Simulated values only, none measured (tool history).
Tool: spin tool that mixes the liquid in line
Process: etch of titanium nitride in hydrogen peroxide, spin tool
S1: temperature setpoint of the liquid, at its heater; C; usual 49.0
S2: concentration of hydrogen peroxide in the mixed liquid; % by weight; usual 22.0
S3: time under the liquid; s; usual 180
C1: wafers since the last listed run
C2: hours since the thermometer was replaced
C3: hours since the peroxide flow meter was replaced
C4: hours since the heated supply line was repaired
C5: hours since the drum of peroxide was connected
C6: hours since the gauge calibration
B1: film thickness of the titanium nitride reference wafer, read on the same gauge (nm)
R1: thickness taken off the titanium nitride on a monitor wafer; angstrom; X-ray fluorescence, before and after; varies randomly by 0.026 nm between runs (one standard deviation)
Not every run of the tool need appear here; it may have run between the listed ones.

run 1 hour=0.0 | S1=49.0 S2=19.5 S3=180 | C1=0 C2=803.5 C3=13.1 C4=1769.7 C5=946.6 C6=50.3 | B1=60.001 | R1=39.34
-- hour=16.9 heated supply line repaired
run 2 hour=27.3 | S1=49.0 S2=19.5 S3=180 | C1=146 C2=830.8 C3=40.4 C4=10.4 C5=973.9 C6=77.6 | B1=60.054 | R1=39.27
run 3 hour=53.3 | S1=49.0 S2=22.0 S3=180 | C1=144 C2=856.8 C3=66.4 C4=36.4 C5=999.9 C6=103.6 | B1=59.992 | R1=39.90
run 4 hour=70.5 | S1=49.0 S2=22.0 S3=180 | C1=95 C2=874.0 C3=83.6 C4=53.6 C5=1017.1 C6=120.8 | B1=59.960 | R1=40.35
-- hour=85.0 new drum of peroxide connected
run 5 hour=100.2 | S1=49.0 S2=17.0 S3=150 | C1=160 C2=903.7 C3=113.3 C4=83.3 C5=15.2 C6=150.5 | B1=59.985 | R1=32.00
run 6 hour=129.8 | S1=56.5 S2=18.5 S3=110 | C1=165 C2=933.3 C3=142.9 C4=112.9 C5=44.8 C6=180.1 | B1=60.016 | R1=40.44
run 7 hour=143.9 | S1=56.0 S2=27.0 S3=180 | C1=78 C2=947.4 C3=157.0 C4=127.0 C5=58.9 C6=194.2 | B1=59.988 | R1=69.06
run 8 hour=166.9 | S1=49.0 S2=18.0 S3=180 | C1=128 C2=970.4 C3=180.0 C4=150.0 C5=81.9 C6=217.2 | B1=60.016 | R1=38.78
run 9 hour=202.7 | S1=49.0 S2=22.0 S3=135 | C1=199 C2=1006.2 C3=215.8 C4=185.8 C5=117.7 C6=253.0 | B1=59.966 | R1=30.64
run 10 hour=224.1 | S1=56.0 S2=22.0 S3=180 | C1=119 C2=1027.6 C3=237.2 C4=207.2 C5=139.1 C6=274.4 | B1=60.008 | R1=66.22
run 11 hour=248.3 | S1=59.0 S2=27.5 S3=120 | C1=134 C2=1051.8 C3=261.4 C4=231.4 C5=163.3 C6=298.6 | B1=60.049 | R1=56.94
run 12 hour=285.2 | S1=49.0 S2=22.0 S3=180 | C1=205 C2=1088.7 C3=298.3 C4=268.3 C5=200.2 C6=335.5 | B1=60.008 | R1=40.26
-- hour=303.7 thermometer replaced
run 13 hour=310.8 | S1=49.0 S2=27.0 S3=180 | C1=137 C2=7.1 C3=323.9 C4=293.9 C5=225.8 C6=361.1 | B1=60.037 | R1=42.17
run 14 hour=326.9 | S1=44.5 S2=24.5 S3=100 | C1=89 C2=23.2 C3=340.0 C4=310.0 C5=241.9 C6=377.2 | B1=59.947 | R1=16.39
run 15 hour=342.9 | S1=55.0 S2=24.5 S3=180 | C1=89 C2=39.2 C3=356.0 C4=326.0 C5=257.9 C6=393.2 | B1=60.010 | R1=64.26
run 16 hour=367.8 | S1=49.0 S2=19.5 S3=75 | C1=138 C2=64.1 C3=380.9 C4=350.9 C5=282.8 C6=418.1 | B1=59.989 | R1=16.40
run 17 hour=403.2 | S1=43.5 S2=26.5 S3=135 | C1=197 C2=99.5 C3=416.3 C4=386.3 C5=318.2 C6=453.5 | B1=59.984 | R1=20.98
run 18 hour=422.6 | S1=49.0 S2=22.0 S3=180 | C1=108 C2=118.9 C3=435.7 C4=405.7 C5=337.6 C6=472.9 | B1=60.034 | R1=40.39
run 19 hour=440.7 | S1=54.5 S2=19.5 S3=180 | C1=100 C2=137.0 C3=453.8 C4=423.8 C5=355.7 C6=491.0 | B1=60.010 | R1=57.91
run 20 hour=523.0 | S1=58.5 S2=25.5 S3=110 | C1=458 C2=219.3 C3=536.1 C4=506.1 C5=438.0 C6=573.3 | B1=60.012 | R1=49.69
run 21 hour=558.8 | S1=49.0 S2=22.0 S3=180 | C1=199 C2=255.1 C3=571.9 C4=541.9 C5=473.8 C6=609.1 | B1=60.047 | R1=40.05

Estimate the outcome of run 22 from the log above:
run 22 hour=581.9 | S1=42.5 S2=25.5 S3=120 | C1=128 C2=278.2 C3=595.0 C4=565.0 C5=496.9 C6=632.2 | B1=? | R1=?

{"run 22": {"B1": 60.052, "R1": 17.32}}
Had the tool carried no hidden state, the very same run would have given R1 17.32 angstrom.
